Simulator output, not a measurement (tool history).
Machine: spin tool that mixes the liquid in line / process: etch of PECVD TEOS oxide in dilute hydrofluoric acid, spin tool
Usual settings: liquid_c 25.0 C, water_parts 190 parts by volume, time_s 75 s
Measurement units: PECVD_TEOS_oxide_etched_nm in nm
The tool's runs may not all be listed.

run    hour  liquid_c  water_parts  time_s  wafers since the last listed run  hours since the thermometer was replaced  hours since the hydrofluoric acid flow meter was replaced  hours since the gauge calibration  read-back film thickness of the PECVD TEOS oxide reference wafer, read on the same gauge (nm)  PECVD_TEOS_oxide_etched_nm
  1     0.0      25.0          190      60                                 0                                     146.4                                                     1698.1                              528.3                                                                                         150.04                        4.87
  2    82.1      25.0          190      60                              1005                                     228.5                                                     1780.2                              610.4                                                                                         150.04                        4.86
  3   166.3      25.0          220     110                              1031                                     312.7                                                     1864.4                              694.6                                                                                         149.99                        7.43
  4   230.8      25.0          220     110                               790                                     377.2                                                     1928.9                              759.1                                                                                         149.99                        7.38
  5   324.5      25.0          220     110                              1147                                     470.9                                                     2022.6                              852.8                                                                                         150.03                        7.41
  6   407.9      25.0          190      75                              1021                                     554.3                                                     2106.0                              936.2                                                                                         150.01                        6.05
  7   493.4      25.0          190      75                              1047                                     639.8                                                     2191.5                             1021.7                                                                                         149.98                        6.03
  8   548.1      27.0          190      60                               670                                     694.5                                                     2246.2                             1076.4                                                                                         149.99                        5.20
  9   617.0      27.0          190      60                               844                                     763.4                                                     2315.1                             1145.3                                                                                         150.01                        5.17
      636.5  -- thermometer replaced
      687.9  -- hydrofluoric acid flow meter replaced
 10   692.3      25.0          225      75                               897                                      55.8                                                        4.4                             1220.6                                                                                         149.99                        4.95
      697.3  -- gauge calibrated
 11   759.8      22.5          130      75                               826                                     123.3                                                       71.9                               62.5                                                                                         149.96                        8.62
 12   805.5      23.0          105     100                               559                                     169.0                                                      117.6                              108.2                                                                                         150.00                       14.96
 13  1121.7      25.0          135      75                              3873                                     485.2                                                      433.8                              424.4                                                                                         150.00                        9.07
 14  1182.2      26.5          190      75                               741                                     545.7                                                      494.3                              484.9                                                                                         149.99                        6.42
 15  1224.9      29.0          190      75                               523                                     588.4                                                      537.0                              527.6                                                                                         149.99                        6.99
 16  1287.8      23.5          190      75                               770                                     651.3                                                      599.9                              590.5                                                                                         150.00                        5.75
 17  1372.9      25.0          190      75                              1042                                     736.4                                                      685.0                              675.6                                                                                         150.03                        6.07
     1388.8  -- thermometer replaced
 18  1414.1      25.0          190      75                               492                                      25.3                                                      726.2                              716.8                                                                                         150.00                        6.03
 19  1455.5      25.0          190      75                               507                                      66.7                                                      767.6                              758.2                                                                                         150.01                        6.10
 20  1515.7      25.0          190      75                               737                                     126.9                                                      827.8                              818.4                                                                                         149.98                        6.09
 21  1563.5      20.0          145      75                               585                                     174.7                                                      875.6                              866.2                                                                                         150.04                        6.88
 22  1609.0      23.5          145      45                               557                                     220.2                                                      921.1                              911.7                                                                                         150.00                        4.76

5 options for the next run, each taken on its own from the tool as it stands now. Forecast them:
  A  1609.4      25.0          190      75                                 4                                     220.6                                                      921.5                              912.1                                                                                              ?                           ?
  B  1609.4      30.0          265      50                                 4                                     220.6                                                      921.5                              912.1                                                                                              ?                           ?
  C  1609.4      26.5          100      75                                 4                                     220.6                                                      921.5                              912.1                                                                                              ?                           ?
  D  1609.4      21.5           95      75                                 4                                     220.6                                                      921.5                              912.1                                                                                              ?                           ?
  E  1609.4      29.0          155      75                                 4                                     220.6                                                      921.5                              912.1                                                                                              ?                           ?

run  read-back film thickness of the PECVD TEOS oxide reference wafer, read on the same gauge (nm)  PECVD_TEOS_oxide_etched_nm
  A                                                                                         149.99                        6.03
  B                                                                                         149.99                        3.15
  C                                                                                         149.99                       13.51
  D                                                                                         149.99                       11.73
  E                                                                                         149.99                        8.92
Had the tool no hidden state, the same runs would have come out as:
run  PECVD_TEOS_oxide_etched_nm
  A                        6.03
  B                        3.15
  C                       13.51
  D                       11.73
  E                        8.92

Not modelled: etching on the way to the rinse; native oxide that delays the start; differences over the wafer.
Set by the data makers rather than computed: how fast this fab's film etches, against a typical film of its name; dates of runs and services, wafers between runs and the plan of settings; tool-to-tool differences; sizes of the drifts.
